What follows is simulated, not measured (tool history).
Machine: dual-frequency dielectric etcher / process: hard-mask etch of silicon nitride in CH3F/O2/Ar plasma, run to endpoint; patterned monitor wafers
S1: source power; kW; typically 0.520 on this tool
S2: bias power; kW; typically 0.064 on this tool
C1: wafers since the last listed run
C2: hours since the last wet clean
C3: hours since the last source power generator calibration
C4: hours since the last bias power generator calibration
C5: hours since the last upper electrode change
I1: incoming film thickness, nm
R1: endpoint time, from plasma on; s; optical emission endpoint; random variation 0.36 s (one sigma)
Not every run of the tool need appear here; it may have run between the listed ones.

run   hour     S1     S2   C1     C2      C3      C4      C5     I1    R1
  1    0.0  0.520  0.061    0  287.3  4061.1  4199.6  2496.4  46.69  68.2
  2    8.4  0.520  0.061   75  295.7  4069.5  4208.0  2504.8  46.30  67.7
  3   24.4  0.520  0.061  143  311.7  4085.5  4224.0  2520.8  46.21  67.4
  4   33.0  0.470  0.069   77  320.3  4094.1  4232.6  2529.4  46.77  66.9
  5   47.0  0.520  0.064  125  334.3  4108.1  4246.6  2543.4  46.57  68.0
      80.0  -- wet clean of the chamber
      84.5  -- bias power generator calibrated
      91.1  -- upper electrode replaced
  6   91.6  0.520  0.064   90   11.6  4152.7     7.1     0.5  46.39  64.4
  7   91.9  0.520  0.064    2   11.9  4153.0     7.4     0.8  46.12  63.9
  8   92.2  0.520  0.064    2   12.2  4153.3     7.7     1.1  46.10  63.9
  9   92.6  0.520  0.064    3   12.6  4153.7     8.1     1.5  46.79  65.1
 10  102.7  0.520  0.064   90   22.7  4163.8    18.2    11.6  46.27  64.5
 11  115.5  0.520  0.057  114   35.5  4176.6    31.0    24.4  46.58  67.4
 12  133.1  0.480  0.078  157   53.1  4194.2    48.6    42.0  46.19  61.1
     153.9  -- source power generator calibrated
 13  154.4  0.580  0.073  155   74.4     0.5    69.9    63.3  46.62  61.1
 14  165.7  0.600  0.076  101   85.7    11.8    81.2    74.6  46.33  59.1
 15  171.7  0.520  0.064   53   91.7    17.8    87.2    80.6  46.02  64.6
 16  185.7  0.450  0.074  125  105.7    31.8   101.2    94.6  46.62  63.9
 17  202.5  0.580  0.073  150  122.5    48.6   118.0   111.4  46.61  61.4
 18  211.2  0.520  0.064   77  131.2    57.3   126.7   120.1  46.28  66.0
 19  220.8  0.560  0.064   86  140.8    66.9   136.3   129.7  46.23  63.8
 20  228.3  0.520  0.064   67  148.3    74.4   143.8   137.2  46.60  64.9
 21  237.1  0.520  0.076   78  157.1    83.2   152.6   146.0  46.26  61.5
 22  254.2  0.520  0.051  153  174.2   100.3   169.7   163.1  46.46  70.8
 23  260.7  0.560  0.076   58  180.7   106.8   176.2   169.6  46.24  60.6

The tool's hidden state at each run:
source power that arrives over what is set, %: 0 at every run
bias power that arrives over what is set, %: 0 at every run
H1: etch rate over this chamber's usual, %
run      H1
  1    -3.6
  2   -3.71
  3    -3.9
  4   -4.01
  5   -4.18
  6  -0.237
  7  -0.241
  8  -0.244
  9  -0.249
 10  -0.374
 11  -0.532
 12   -0.75
 13   -1.01
 14   -1.15
 15   -1.23
 16    -1.4
 17   -1.61
 18   -1.71
 19   -1.83
 20   -1.93
 21   -2.03
 22   -2.25
 23   -2.33
